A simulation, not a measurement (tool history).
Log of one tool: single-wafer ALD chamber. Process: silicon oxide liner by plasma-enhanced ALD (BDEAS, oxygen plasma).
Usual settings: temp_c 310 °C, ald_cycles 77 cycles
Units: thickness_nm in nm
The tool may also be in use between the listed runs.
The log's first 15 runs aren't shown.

run    hour  temp_c  ald_cycles  read-back reference wafer on the same gauge, thickness_nm  thickness_nm
 16  1549.1     310          77                                                      6.300         7.554
 17  1830.3     318          87                                                      6.305         8.468
     1838.7  -- thermocouple changed; heater temperature recalibrated, repeated, since the last time left the tool worse
 18  1917.4     318          87                                                      6.297         8.379
 19  2008.9     318          87                                                      6.299         8.376
     2014.4  -- gauge calibrated
 20  2053.7     310          77                                                      6.296         7.532
 21  2110.6     310          77                                                      6.299         7.504
 22  2215.4     315          92                                                      6.301         8.903
 23  2279.9     297          77                                                      6.300         7.767
 24  2322.2     300          62                                                      6.301         6.174
 25  2388.3     310          77                                                      6.299         7.539
 26  2427.4     304          77                                                      6.299         7.577
 27  2474.4     315          71                                                      6.302         6.892
 28  2540.9     318          87                                                      6.304         8.408
 29  2707.8     310          77                                                      6.296         7.523
 30  2813.1     310          77                                                      6.302         7.535
 31  2871.2     310          87                                                      6.298         8.503
 32  2960.9     321          77                                                      6.301         7.451
     3054.0  -- thermocouple changed; heater temperature recalibrated
 33  3054.5     310          67                                                      6.298         6.481
 34  3154.9     310          77                                                      6.304         7.497
 35  3222.2     310          70                                                      6.298         6.832
 36  3304.3     324          68                                                      6.300         6.502
 37  3405.4     310          83                                                      6.300         8.082

Forecast run 38:
 38  3452.7     306          65                                                          ?             ?

{"run 38": {"read-back reference wafer on the same gauge, thickness_nm": 6.301, "thickness_nm": 6.382}}
Without the tool's hidden state the same run would have given thickness_nm 6.363 nm.
